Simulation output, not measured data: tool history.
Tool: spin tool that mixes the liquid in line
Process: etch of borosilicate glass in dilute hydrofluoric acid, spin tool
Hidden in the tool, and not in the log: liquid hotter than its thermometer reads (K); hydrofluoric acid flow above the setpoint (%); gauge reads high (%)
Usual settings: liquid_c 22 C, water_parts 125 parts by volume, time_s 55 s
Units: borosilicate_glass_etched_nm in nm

| run | hour | liquid_c | water_parts | time_s | wafers since the last listed run | hours since the thermometer was replaced | hours since the hydrofluoric acid flow meter was replaced | hours since the gauge calibration | read-back film thickness of the borosilicate glass reference wafer, read on the same gauge (nm) | borosilicate_glass_etched_nm |
|---|---|---|---|---|---|---|---|---|---|---|
| 1 | 0 | 22 | 125 | 55 | 0 | 1871.6 | 1280.9 | 2016 | 110.04 | 12.09 |
| 2 | 62.4 | 22 | 125 | 55 | 617 | 1934 | 1343.3 | 2078.4 | 109.99 | 12.1 |
| 3 | 131.9 | 22 | 125 | 55 | 688 | 2003.5 | 1412.8 | 2147.9 | 110 | 12.01 |
| 4 | 170.5 | 22 | 125 | 55 | 382 | 2042.1 | 1451.4 | 2186.5 | 109.98 | 11.98 |
| 5 | 271.4 | 22 | 125 | 55 | 998 | 2143 | 1552.3 | 2287.4 | 110.03 | 12.08 |
| 6 | 316.3 | 22 | 80 | 55 | 444 | 2187.9 | 1597.2 | 2332.3 | 109.99 | 19.65 |
| 7 | 355.5 | 22 | 80 | 55 | 388 | 2227.1 | 1636.4 | 2371.5 | 110.02 | 20.06 |
| 8 | 453.9 | 22 | 80 | 55 | 974 | 2325.5 | 1734.8 | 2469.9 | 110 | 19.72 |
| 9 | 673.9 | 19 | 170 | 55 | 2177 | 2545.5 | 1954.8 | 2689.9 | 110.01 | 7.44 |
| 10 | 718.6 | 19 | 170 | 55 | 442 | 2590.2 | 1999.5 | 2734.6 | 109.98 | 7.55 |
| 11 | 800 | 24.5 | 125 | 55 | 805 | 2671.6 | 2080.9 | 2816 | 110 | 13.39 |
| 12 | 881.4 | 22 | 140 | 45 | 805 | 2753 | 2162.3 | 2897.4 | 110.03 | 8.79 |
|  | 929.9 | hydrofluoric acid flow meter replaced |
|  | 934.5 | gauge calibrated |
| 13 | 936 | 22 | 140 | 45 | 530 | 2807.6 | 6.1 | 1.5 | 110 | 8.7 |
| 14 | 1000.5 | 22 | 125 | 55 | 638 | 2872.1 | 70.6 | 66 | 110 | 12.25 |
| 15 | 1063.5 | 17.5 | 165 | 30 | 623 | 2935.1 | 133.6 | 129 | 110.01 | 4.04 |
| 16 | 1120 | 22 | 125 | 55 | 559 | 2991.6 | 190.1 | 185.5 | 110.02 | 12.06 |
|  | 1144.9 | thermometer replaced |
| 17 | 1338 | 24.5 | 125 | 25 | 2148 | 193.1 | 408.1 | 403.5 | 109.95 | 6.09 |
| 18 | 1408.9 | 22 | 125 | 55 | 701 | 264 | 479 | 474.4 | 109.99 | 12.12 |
| 19 | 1507.7 | 20 | 165 | 40 | 978 | 362.8 | 577.8 | 573.2 | 109.98 | 5.9 |
| 20 | 1570.3 | 22 | 125 | 80 | 619 | 425.4 | 640.4 | 635.8 | 110.04 | 17.72 |
| 21 | 1668.8 | 17.5 | 185 | 55 | 975 | 523.9 | 738.9 | 734.3 | 110.03 | 6.42 |
| 22 | 1743.5 | 19 | 100 | 30 | 739 | 598.6 | 813.6 | 809 | 110 | 7.61 |
| 23 | 1805.1 | 18 | 110 | 35 | 609 | 660.2 | 875.2 | 870.6 | 110.01 | 7.66 |
| 24 | 1852.8 | 22 | 125 | 55 | 472 | 707.9 | 922.9 | 918.3 | 110.04 | 12.19 |
| 25 | 1902 | 22 | 125 | 25 | 487 | 757.1 | 972.1 | 967.5 | 110.01 | 5.49 |
| 26 | 1957.9 | 24 | 75 | 75 | 553 | 813 | 1028 | 1023.4 | 109.98 | 31.45 |
| 27 | 2130.1 | 22 | 140 | 45 | 1704 | 985.2 | 1200.2 | 1195.6 | 109.99 | 8.63 |
| 28 | 2207.6 | 26.5 | 125 | 55 | 767 | 1062.7 | 1277.7 | 1273.1 | 110.01 | 14.47 |
| 29 | 2262.1 | 18.5 | 80 | 70 | 539 | 1117.2 | 1332.2 | 1327.6 | 109.97 | 22.05 |
| 30 | 2366.1 | 22 | 150 | 40 | 1029 | 1221.2 | 1436.2 | 1431.6 | 109.99 | 7.09 |
| 31 | 2458.8 | 19 | 75 | 45 | 917 | 1313.9 | 1528.9 | 1524.3 | 109.94 | 15.34 |
| 32 | 2543.7 | 22 | 125 | 55 | 840 | 1398.8 | 1613.8 | 1609.2 | 109.99 | 12.08 |
| 33 | 2615.5 | 22 | 125 | 55 | 710 | 1470.6 | 1685.6 | 1681 | 110.01 | 11.96 |
| 34 | 2816.3 | 22 | 125 | 55 | 1987 | 1671.4 | 1886.4 | 1881.8 | 110 | 12.05 |

Forecast each of these 3 alternatives for the next run:
| A | 2816.7 | 22 | 125 | 35 | 3 | 1671.8 | 1886.8 | 1882.2 | ? | ? |
| B | 2816.7 | 24.5 | 95 | 85 | 3 | 1671.8 | 1886.8 | 1882.2 | ? | ? |
| C | 2816.7 | 18.5 | 70 | 65 | 3 | 1671.8 | 1886.8 | 1882.2 | ? | ? |

| run | read-back film thickness of the borosilicate glass reference wafer, read on the same gauge (nm) | borosilicate_glass_etched_nm |
|---|---|---|
| A | 109.94 | 7.7 |
| B | 109.94 | 28.15 |
| C | 109.94 | 23.53 |
Without the tool's hidden state the same runs would have given:
| run | borosilicate_glass_etched_nm |
|---|---|
| A | 7.7 |
| B | 28.15 |
| C | 23.53 |
